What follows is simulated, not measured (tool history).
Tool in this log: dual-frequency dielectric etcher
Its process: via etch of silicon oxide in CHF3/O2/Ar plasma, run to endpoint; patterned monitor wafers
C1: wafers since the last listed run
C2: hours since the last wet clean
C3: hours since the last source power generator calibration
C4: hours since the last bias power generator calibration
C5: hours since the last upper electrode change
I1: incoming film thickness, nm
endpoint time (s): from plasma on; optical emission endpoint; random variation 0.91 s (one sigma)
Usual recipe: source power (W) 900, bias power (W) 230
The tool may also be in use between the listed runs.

Run 1, hour 0: usual settings; C1 0; C2 168.1; C3 4789.4; C4 2729.3; C5 2680.1; I1 413.7. Result: endpoint time (s) 171.2.
Run 2, hour 24.3: usual settings but source power (W) 730, bias power (W) 244; C1 153; C2 192.4; C3 4813.7; C4 2753.6; C5 2704.4; I1 416.7. Result: endpoint time (s) 189.9.
Run 3, hour 44: usual settings but source power (W) 730, bias power (W) 244; C1 124; C2 212.1; C3 4833.4; C4 2773.3; C5 2724.1; I1 418.8. Result: endpoint time (s) 190.5.
Run 4, hour 65.5: usual settings but source power (W) 730, bias power (W) 244; C1 135; C2 233.6; C3 4854.9; C4 2794.8; C5 2745.6; I1 418.1. Result: endpoint time (s) 190.5.
Run 5, hour 92.1: usual settings but source power (W) 990; C1 168; C2 260.2; C3 4881.5; C4 2821.4; C5 2772.2; I1 416.5. Result: endpoint time (s) 163.4.
Run 6, hour 115.5: usual settings but source power (W) 990; C1 147; C2 283.6; C3 4904.9; C4 2844.8; C5 2795.6; I1 416.1. Result: endpoint time (s) 162.9.
Run 7, hour 128.1: usual settings; C1 79; C2 296.2; C3 4917.5; C4 2857.4; C5 2808.2; I1 412.6. Result: endpoint time (s) 172.7.
At hour 171.9: upper electrode replaced.
Run 8, hour 172.4: usual settings; C1 128; C2 340.5; C3 4961.8; C4 2901.7; C5 0.5; I1 416.6. Result: endpoint time (s) 171.
Run 9, hour 172.8: usual settings; C1 2; C2 340.9; C3 4962.2; C4 2902.1; C5 0.9; I1 418.8. Result: endpoint time (s) 174.1.
Run 10, hour 182.7: usual settings but source power (W) 1060, bias power (W) 272; C1 62; C2 350.8; C3 4972.1; C4 2912; C5 10.8; I1 415.1. Result: endpoint time (s) 143.3.
Run 11, hour 210.9: usual settings; C1 178; C2 379; C3 5000.3; C4 2940.2; C5 39; I1 415.5. Result: endpoint time (s) 172.5.
At hour 237.5: bias power generator calibrated.
Run 12, hour 245.8: usual settings but source power (W) 950, bias power (W) 207; C1 195; C2 413.9; C3 5035.2; C4 8.3; C5 73.9; I1 415.4. Result: endpoint time (s) 176.8.
Run 13, hour 263.6: usual settings but source power (W) 730; C1 112; C2 431.7; C3 5053; C4 26.1; C5 91.7; I1 416.5. Result: endpoint time (s) 195.8.
At hour 289.6: wet clean of the chamber.
Run 14, hour 299: usual settings but source power (W) 730; C1 72; C2 9.4; C3 5088.4; C4 61.5; C5 127.1; I1 415.1. Result: endpoint time (s) 195.2.
Run 15, hour 311.7: usual settings but source power (W) 730; C1 80; C2 22.1; C3 5101.1; C4 74.2; C5 139.8; I1 416.3. Result: endpoint time (s) 196.2.
Run 16, hour 345.4: usual settings; C1 213; C2 55.8; C3 5134.8; C4 107.9; C5 173.5; I1 411.9. Result: endpoint time (s) 171.3.
Run 17, hour 424.4: usual settings but bias power (W) 202; C1 499; C2 134.8; C3 5213.8; C4 186.9; C5 252.5; I1 413. Result: endpoint time (s) 183.6.
At hour 511.1: source power generator calibrated.
Run 18, hour 523.9: usual settings; C1 603; C2 234.3; C3 12.8; C4 286.4; C5 352; I1 414.5. Result: endpoint time (s) 173.4.
Run 19, hour 550.9: usual settings; C1 170; C2 261.3; C3 39.8; C4 313.4; C5 379; I1 415.5. Result: endpoint time (s) 172.8.
Run 20, hour 582.2: usual settings but source power (W) 740, bias power (W) 187; C1 197; C2 292.6; C3 71.1; C4 344.7; C5 410.3; I1 412.6. Result: endpoint time (s) 216.4.
Run 21, hour 606.4: usual settings; C1 153; C2 316.8; C3 95.3; C4 368.9; C5 434.5; I1 418.7. Result: endpoint time (s) 173.7.
Run 22, hour 639: usual settings but source power (W) 1110; C1 206; C2 349.4; C3 127.9; C4 401.5; C5 467.1; I1 421.7. Result: endpoint time (s) 157.5.
At hour 684: wet clean of the chamber.
Run 23, hour 684.5: usual settings but source power (W) 680, bias power (W) 267; C1 135; C2 0.5; C3 173.4; C4 447; C5 512.6; I1 415.8. Result: endpoint time (s) 190.9.
Run 24, hour 686.1: usual settings but bias power (W) 247; C1 10; C2 2.1; C3 175; C4 448.6; C5 514.2; I1 418.9. Result: endpoint time (s) 166.9.
Run 25, hour 759.5: usual settings but source power (W) 730, bias power (W) 244; C1 464; C2 75.5; C3 248.4; C4 522; C5 587.6; I1 411.5. Result: endpoint time (s) 186.1.
Run 26, hour 771.6: usual settings but source power (W) 720, bias power (W) 182; C1 76; C2 87.6; C3 260.5; C4 534.1; C5 599.7; I1 413.4. Result: endpoint time (s) 222.6.
Run 27, hour 791.6: usual settings; C1 126; C2 107.6; C3 280.5; C4 554.1; C5 619.7; I1 415.3. Result: endpoint time (s) 172.3.
Run 28, hour 807: usual settings but source power (W) 1080, bias power (W) 201; C1 97; C2 123; C3 295.9; C4 569.5; C5 635.1; I1 416.8. Result: endpoint time (s) 168.
Run 29, hour 830.3: usual settings; C1 147; C2 146.3; C3 319.2; C4 592.8; C5 658.4; I1 414.5. Result: endpoint time (s) 172.5.
Run 30, hour 858.9: usual settings but source power (W) 830, bias power (W) 279; C1 180; C2 174.9; C3 347.8; C4 621.4; C5 687; I1 414.7. Result: endpoint time (s) 161.4.
Run 31, hour 889.3: usual settings but source power (W) 710; C1 192; C2 205.3; C3 378.2; C4 651.8; C5 717.4; I1 414.1. Result: endpoint time (s) 199.5.
Run 32, hour 922.4: usual settings; C1 209; C2 238.4; C3 411.3; C4 684.9; C5 750.5; I1 412.5. Result: endpoint time (s) 170.8.
Run 33, hour 953.7: usual settings but source power (W) 690; C1 197; C2 269.7; C3 442.6; C4 716.2; C5 781.8; I1 415.5. Result: endpoint time (s) 204.8.
Run 34, hour 970.9: usual settings but source power (W) 960, bias power (W) 180; C1 108; C2 286.9; C3 459.8; C4 733.4; C5 799; I1 417.4. Result: endpoint time (s) 191.4.
Run 35, hour 987.5: usual settings but source power (W) 780; C1 104; C2 303.5; C3 476.4; C4 750; C5 815.6; I1 413.6. Result: endpoint time (s) 186.6.
At hour 1038.2: wet clean of the chamber.
Run 36, hour 1038.7: usual settings but source power (W) 680, bias power (W) 191; C1 172; C2 0.5; C3 527.6; C4 801.2; C5 866.8; I1 413.3. Result: endpoint time (s) 225.

What differs in the tool's unlogged condition from the final listed run ahead of each entry between runs to the first listed run following it?
Logged between run 7 and run 8: upper electrode replaced (hour 171.9)
  nothing in the hidden state changes from one run to the other
Logged between run 11 and run 12: bias power generator calibrated (hour 237.5)
  nothing in the hidden state changes from one run to the other
Logged between run 13 and run 14: wet clean of the chamber (hour 289.6)
  nothing in the hidden state changes from one run to the other
Logged between run 17 and run 18: source power generator calibrated (hour 511.1)
  nothing in the hidden state changes from one run to the other
Logged between run 22 and run 23: wet clean of the chamber (hour 684)
  nothing in the hidden state changes from one run to the other
Logged between run 35 and run 36: wet clean of the chamber (hour 1038.2)
  nothing in the hidden state changes from one run to the other

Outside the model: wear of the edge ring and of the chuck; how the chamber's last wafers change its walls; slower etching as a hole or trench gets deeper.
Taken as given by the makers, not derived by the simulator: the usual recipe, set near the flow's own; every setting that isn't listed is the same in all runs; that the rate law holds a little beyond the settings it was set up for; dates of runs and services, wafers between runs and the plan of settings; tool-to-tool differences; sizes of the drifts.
